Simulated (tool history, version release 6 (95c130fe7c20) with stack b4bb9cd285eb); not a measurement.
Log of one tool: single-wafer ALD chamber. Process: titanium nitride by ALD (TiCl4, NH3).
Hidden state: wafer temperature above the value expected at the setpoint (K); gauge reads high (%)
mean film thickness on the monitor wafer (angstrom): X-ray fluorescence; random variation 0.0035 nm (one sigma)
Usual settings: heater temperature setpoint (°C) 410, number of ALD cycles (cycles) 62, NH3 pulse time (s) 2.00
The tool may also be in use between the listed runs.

run   hour  heater temperature setpoint (°C)  number of ALD cycles (cycles)  NH3 pulse time (s)  wafers since the last listed run  hours since the last thermocouple change  hours since the showerhead was replaced  hours since the gauge calibration  read-back reference wafer on the same gauge, thickness_nm  mean film thickness on the monitor wafer (angstrom)
  1    0.0                               410                             62                2.00                                 0                                    1812.6                                   2645.7                              224.0                                                      1.436                                                13.77
  2   15.7                               410                             62                2.00                                38                                    1828.3                                   2661.4                              239.7                                                      1.436                                                13.69
  3   23.3                               410                             62                2.00                                18                                    1835.9                                   2669.0                              247.3                                                      1.435                                                13.73
  4   41.0                               405                             62                2.00                                43                                    1853.6                                   2686.7                              265.0                                                      1.434                                                13.77
  5   57.4                               405                             62                2.00                                40                                    1870.0                                   2703.1                              281.4                                                      1.433                                                13.70
  6   71.1                               420                             62                2.00                                33                                    1883.7                                   2716.8                              295.1                                                      1.432                                                13.76
  7   84.7                               420                             62                2.00                                33                                    1897.3                                   2730.4                              308.7                                                      1.431                                                13.74
  8   91.0                               420                             62                2.00                                15                                    1903.6                                   2736.7                              315.0                                                      1.431                                                13.76
  9  100.9                               406                             62                2.00                                24                                    1913.5                                   2746.6                              324.9                                                      1.430                                                13.72
 10  108.0                               406                             62                2.00                                17                                    1920.6                                   2753.7                              332.0                                                      1.431                                                13.67
     109.0  -- gauge calibrated
 11  121.8                               406                             62                2.00                                33                                    1934.4                                   2767.5                               12.8                                                      1.449                                                13.81
 12  137.1                               410                             62                2.00                                37                                    1949.7                                   2782.8                               28.1                                                      1.449                                                13.94
 13  149.2                               422                             58                2.63                                29                                    1961.8                                   2794.9                               40.2                                                      1.448                                                13.11
     166.3  -- thermocouple changed; heater temperature recalibrated
 14  167.1                               422                             62                1.40                                24                                       0.8                                   2812.8                               58.1                                                      1.447                                                13.74
 15  173.4                               416                             68                1.78                                15                                       7.1                                   2819.1                               64.4                                                      1.447                                                15.13
 16  183.4                               410                             62                2.00                                24                                      17.1                                   2829.1                               74.4                                                      1.447                                                13.80
 17  198.7                               397                             62                1.66                                37                                      32.4                                   2844.4                               89.7                                                      1.445                                                13.65
     238.4  -- showerhead replaced
 18  246.7                               420                             62                2.00                                97                                      80.4                                      8.3                              137.7                                                      1.442                                                13.86
 19  256.8                               419                             59                2.00                                24                                      90.5                                     18.4                              147.8                                                      1.442                                                13.23
 20  266.1                               396                             62                2.60                                22                                      99.8                                     27.7                              157.1                                                      1.441                                                13.86
 21  278.4                               410                             62                2.00                                30                                     112.1                                     40.0                              169.4                                                      1.441                                                13.83
 22  287.9                               410                             69                1.43                                23                                     121.6                                     49.5                              178.9                                                      1.439                                                15.12
 23  296.3                               419                             62                2.00                                20                                     130.0                                     57.9                              187.3                                                      1.439                                                13.85
 24  313.8                               410                             62                2.00                                42                                     147.5                                     75.4                              204.8                                                      1.438                                                13.76

3 ways to go on from here, each from the tool as it stands after run 24. What would each give?
  A  314.3                               423                             62                2.00                                 1                                     148.0                                     75.9                              205.3                                                          ?                                                    ?
  B  314.3                               397                             68                1.22                                 1                                     148.0                                     75.9                              205.3                                                          ?                                                    ?
  C  314.3                               396                             62                1.32                                 1                                     148.0                                     75.9                              205.3                                                          ?                                                    ?

run  read-back reference wafer on the same gauge, thickness_nm  mean film thickness on the monitor wafer (angstrom)
  A                                                      1.439                                                13.82
  B                                                      1.439                                                14.57
  C                                                      1.439                                                13.35
Without the tool's hidden state the same runs would have given:
run  mean film thickness on the monitor wafer (angstrom)
  A                                                13.93
  B                                                14.69
  C                                                13.46

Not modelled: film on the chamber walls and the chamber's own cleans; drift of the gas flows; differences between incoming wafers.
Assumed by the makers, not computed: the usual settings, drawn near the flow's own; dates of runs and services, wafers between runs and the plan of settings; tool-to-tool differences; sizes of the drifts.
